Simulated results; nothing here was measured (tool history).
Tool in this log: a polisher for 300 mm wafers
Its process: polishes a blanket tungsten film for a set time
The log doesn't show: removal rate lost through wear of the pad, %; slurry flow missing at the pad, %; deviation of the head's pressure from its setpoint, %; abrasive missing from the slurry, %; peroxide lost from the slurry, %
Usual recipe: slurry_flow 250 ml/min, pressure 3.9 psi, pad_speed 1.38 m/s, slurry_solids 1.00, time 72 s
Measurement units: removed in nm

| run | day | slurry_flow | pressure | pad_speed | slurry_solids | time | wafers since the last listed run | wafers polished on this pad | hours since the slurry nozzle was cleaned | hours since the head pressure was calibrated | hours since the slurry blender was calibrated | hours since the slurry got fresh peroxide | incoming thickness of the incoming film, nm | removed |
|---|---|---|---|---|---|---|---|---|---|---|---|---|---|---|
| 1 | 0.000 | 250 | 3.9 | 1.38 | 1.00 | 72 | 0 | 129 | 92.4 | 579.9 | 580.8 | 119.2 | 1453.3 | 410.8 |
| 2 | 2.512 | 250 | 3.9 | 1.38 | 1.00 | 72 | 351 | 481 | 152.7 | 640.2 | 641.1 | 179.5 | 1421.1 | 408.8 |
|  | 4.204 | slurry blender recalibrated |
| 3 | 6.162 | 250 | 3.9 | 1.38 | 1.00 | 72 | 499 | 980 | 240.3 | 727.8 | 47.0 | 267.1 | 1427.3 | 404.3 |
|  | 7.267 | head pressure recalibrated |
| 4 | 9.558 | 250 | 3.9 | 1.38 | 1.00 | 72 | 463 | 1444 | 321.8 | 55.0 | 128.5 | 348.6 | 1412.0 | 401.6 |
| 5 | 12.175 | 180 | 3.9 | 1.38 | 1.00 | 72 | 366 | 1810 | 384.6 | 117.8 | 191.3 | 411.4 | 1420.1 | 388.4 |
| 6 | 15.958 | 180 | 3.9 | 1.38 | 1.00 | 72 | 529 | 2340 | 475.4 | 208.6 | 282.1 | 502.2 | 1450.4 | 377.3 |
| 7 | 19.729 | 250 | 3.9 | 1.38 | 1.00 | 55 | 528 | 2868 | 565.9 | 299.1 | 372.6 | 592.7 | 1434.0 | 294.5 |
|  | 21.021 | slurry tank refilled with fresh slurry and peroxide |
| 8 | 21.354 | 190 | 3.9 | 1.56 | 1.00 | 72 | 221 | 3090 | 604.9 | 338.1 | 411.6 | 8.0 | 1429.2 | 448.2 |
| 9 | 23.558 | 250 | 3.9 | 1.58 | 1.00 | 54 | 308 | 3398 | 657.8 | 391.0 | 464.5 | 60.9 | 1424.8 | 348.5 |
| 10 | 26.375 | 170 | 5.0 | 1.64 | 0.75 | 72 | 394 | 3793 | 725.4 | 458.6 | 532.1 | 128.5 | 1433.5 | 509.9 |
|  | 27.192 | slurry nozzle cleaned |
|  | 28.817 | slurry blender recalibrated |
|  | 29.654 | worn pad replaced by a new one |
| 11 | 30.783 | 225 | 4.9 | 1.38 | 0.75 | 72 | 576 | 158 | 86.2 | 564.4 | 47.2 | 234.3 | 1457.4 | 448.5 |
| 12 | 34.267 | 320 | 4.4 | 1.38 | 0.85 | 52 | 487 | 646 | 169.8 | 648.0 | 130.8 | 317.9 | 1430.0 | 318.2 |
| 13 | 36.621 | 250 | 3.9 | 1.38 | 1.00 | 72 | 329 | 975 | 226.3 | 704.5 | 187.3 | 374.4 | 1426.2 | 404.6 |
|  | 37.062 | head pressure recalibrated |
| 14 | 49.292 | 250 | 3.9 | 1.38 | 1.00 | 72 | 1762 | 2738 | 530.4 | 293.5 | 491.4 | 678.5 | 1435.7 | 382.5 |
|  | 49.992 | slurry tank refilled with fresh slurry and peroxide |
|  | 53.354 | slurry nozzle cleaned |
| 15 | 53.425 | 250 | 4.5 | 1.38 | 0.75 | 79 | 567 | 3305 | 1.7 | 392.7 | 590.6 | 82.4 | 1439.4 | 470.6 |
|  | 55.417 | worn pad replaced by a new one |
| 16 | 56.158 | 250 | 3.9 | 1.82 | 0.90 | 54 | 359 | 103 | 67.3 | 458.3 | 656.2 | 148.0 | 1448.6 | 386.6 |
|  | 59.104 | slurry blender recalibrated |
| 17 | 59.250 | 250 | 3.9 | 1.38 | 1.00 | 72 | 421 | 524 | 141.5 | 532.5 | 3.5 | 222.2 | 1413.6 | 410.2 |
|  | 63.042 | head pressure recalibrated |
| 18 | 67.038 | 250 | 3.9 | 1.38 | 1.00 | 85 | 1078 | 1603 | 328.4 | 95.9 | 190.4 | 409.1 | 1458.6 | 479.0 |
| 19 | 68.646 | 170 | 2.6 | 1.38 | 1.00 | 72 | 225 | 1828 | 367.0 | 134.5 | 229.0 | 447.7 | 1438.8 | 301.2 |
| 20 | 71.779 | 250 | 3.9 | 0.94 | 1.00 | 47 | 438 | 2267 | 442.2 | 209.7 | 304.2 | 522.9 | 1447.8 | 180.0 |
| 21 | 74.229 | 250 | 3.9 | 1.38 | 1.00 | 72 | 343 | 2610 | 501.0 | 268.5 | 363.0 | 581.7 | 1425.4 | 391.6 |
|  | 74.592 | slurry tank refilled with fresh slurry and peroxide |
| 22 | 75.775 | 170 | 3.9 | 1.14 | 0.70 | 82 | 210 | 2821 | 538.1 | 305.6 | 400.1 | 28.4 | 1435.4 | 341.8 |
| 23 | 80.221 | 250 | 3.9 | 1.04 | 1.00 | 72 | 622 | 3443 | 644.8 | 412.3 | 506.8 | 135.1 | 1430.6 | 320.2 |
|  | 81.700 | slurry nozzle cleaned |
| 24 | 81.788 | 250 | 3.9 | 1.38 | 1.00 | 72 | 213 | 3657 | 2.1 | 449.9 | 544.4 | 172.7 | 1419.9 | 407.9 |
| 25 | 85.300 | 250 | 3.9 | 1.38 | 1.00 | 72 | 491 | 4149 | 86.4 | 534.2 | 628.7 | 257.0 | 1438.4 | 408.0 |
|  | 85.708 | worn pad replaced by a new one |
|  | 87.942 | slurry blender recalibrated |
| 26 | 88.967 | 250 | 3.9 | 1.38 | 1.00 | 85 | 478 | 444 | 174.4 | 622.2 | 24.6 | 345.0 | 1445.0 | 469.6 |
|  | 90.071 | head pressure recalibrated |
| 27 | 92.096 | 250 | 3.9 | 1.38 | 1.00 | 72 | 426 | 871 | 249.5 | 48.6 | 99.7 | 420.1 | 1448.9 | 403.4 |

What the log doesn't show, run by run:
removal rate lost through wear of the pad, %: 0, the same for each run
slurry flow missing at the pad, %: 0, the same for each run
deviation of the head's pressure from its setpoint, %: 0, the same for each run
abrasive missing from the slurry, %: 0, the same for each run
H1: peroxide lost from the slurry, %
| run | H1 |
|---|---|
| 1 | 0.612 |
| 2 | 1.25 |
| 3 | 2.64 |
| 4 | 4.42 |
| 5 | 6.11 |
| 6 | 9.05 |
| 7 | 12.6 |
| 8 | 0.489 |
| 9 | 0.618 |
| 10 | 1.07 |
| 11 | 2.43 |
| 12 | 4.07 |
| 13 | 5.46 |
| 14 | 16.8 |
| 15 | 0.291 |
| 16 | 0.827 |
| 17 | 1.8 |
| 18 | 5.98 |
| 19 | 7.16 |
| 20 | 9.74 |
| 21 | 12 |
| 22 | 0.963 |
| 23 | 1.58 |
| 24 | 1.99 |
| 25 | 3.28 |
| 26 | 5.15 |
| 27 | 7.19 |

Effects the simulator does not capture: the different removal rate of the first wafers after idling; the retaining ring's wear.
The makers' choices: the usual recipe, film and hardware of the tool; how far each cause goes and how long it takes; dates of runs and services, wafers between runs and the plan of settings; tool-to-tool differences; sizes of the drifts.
